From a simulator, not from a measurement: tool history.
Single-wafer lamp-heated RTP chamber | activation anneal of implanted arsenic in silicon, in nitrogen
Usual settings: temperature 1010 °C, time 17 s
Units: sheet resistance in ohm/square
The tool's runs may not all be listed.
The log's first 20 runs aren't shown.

| run | hour | temperature | time | wafers since the last listed run | wafers since the last pyrometer calibration | wafers since the reflector plate was cleaned | hours since the gauge calibration | read-back reference wafer on the same gauge, sheet resistance | sheet resistance |
|---|---|---|---|---|---|---|---|---|---|
| 21 | 1057.2 | 1028 | 8 | 606 | 2179 | 5135 | 351.4 | 244.62 | 296.06 |
| 22 | 1105.8 | 1010 | 8 | 706 | 2886 | 5842 | 400 | 244.57 | 298.88 |
| 23 | 1175.6 | 1028 | 7 | 1015 | 3901 | 6857 | 469.8 | 244.65 | 297.26 |
| 24 | 1219.4 | 983 | 7 | 636 | 4538 | 7494 | 513.6 | 244.67 | 301.58 |
| 25 | 1279.8 | 980 | 24 | 878 | 5416 | 8372 | 574 | 244.6 | 297.56 |
|  | 1299.2 | reflector plate cleaned |
| 26 | 1381 | 1027 | 26 | 1355 | 6772 | 1189 | 675.2 | 244.84 | 290.97 |
| 27 | 1432.6 | 1039 | 17 | 750 | 7522 | 1939 | 726.8 | 244.73 | 292.17 |
|  | 1440.7 | pyrometer window cleaned and pyrometer calibrated |
| 28 | 1469.3 | 986 | 12 | 417 | 415 | 2356 | 763.5 | 244.79 | 299.18 |
| 29 | 1520.6 | 989 | 17 | 746 | 1161 | 3103 | 814.8 | 244.81 | 297.63 |
| 30 | 1569.5 | 994 | 25 | 711 | 1872 | 3814 | 863.7 | 244.93 | 295.1 |
| 31 | 1609.7 | 1010 | 17 | 584 | 2457 | 4398 | 903.9 | 244.98 | 295.88 |
| 32 | 1659.6 | 1010 | 17 | 725 | 3182 | 5124 | 953.8 | 245.14 | 295.54 |
| 33 | 1713.7 | 1000 | 21 | 786 | 3969 | 5911 | 1007.9 | 245.04 | 295.19 |
| 34 | 1925.7 | 1010 | 17 | 3083 | 7052 | 8994 | 1219.9 | 245.25 | 296.52 |
|  | 1950.2 | pyrometer window cleaned and pyrometer calibrated |
| 35 | 1992.9 | 992 | 27 | 860 | 620 | 9855 | 1287.1 | 245.38 | 295.83 |
|  | 2030.9 | reflector plate cleaned |
| 36 | 2182.5 | 1019 | 27 | 2641 | 3261 | 2204 | 1476.7 | 245.67 | 293.3 |
| 37 | 2253 | 1010 | 17 | 1025 | 4287 | 3230 | 1547.2 | 245.79 | 296.46 |

Forecast each of these 3 alternatives for the next run:
| A | 2253.4 | 1010 | 14 | 5 | 4293 | 3236 | 1547.6 | ? | ? |
| B | 2253.4 | 988 | 10 | 5 | 4293 | 3236 | 1547.6 | ? | ? |
| C | 2253.4 | 1039 | 27 | 5 | 4293 | 3236 | 1547.6 | ? | ? |

| run | read-back reference wafer on the same gauge, sheet resistance | sheet resistance |
|---|---|---|
| A | 245.76 | 296.52 |
| B | 245.76 | 299.84 |
| C | 245.76 | 288.65 |
Without the tool's hidden state the same runs would have given:
| run | sheet resistance |
|---|---|
| A | 295.62 |
| B | 298.93 |
| C | 287.78 |

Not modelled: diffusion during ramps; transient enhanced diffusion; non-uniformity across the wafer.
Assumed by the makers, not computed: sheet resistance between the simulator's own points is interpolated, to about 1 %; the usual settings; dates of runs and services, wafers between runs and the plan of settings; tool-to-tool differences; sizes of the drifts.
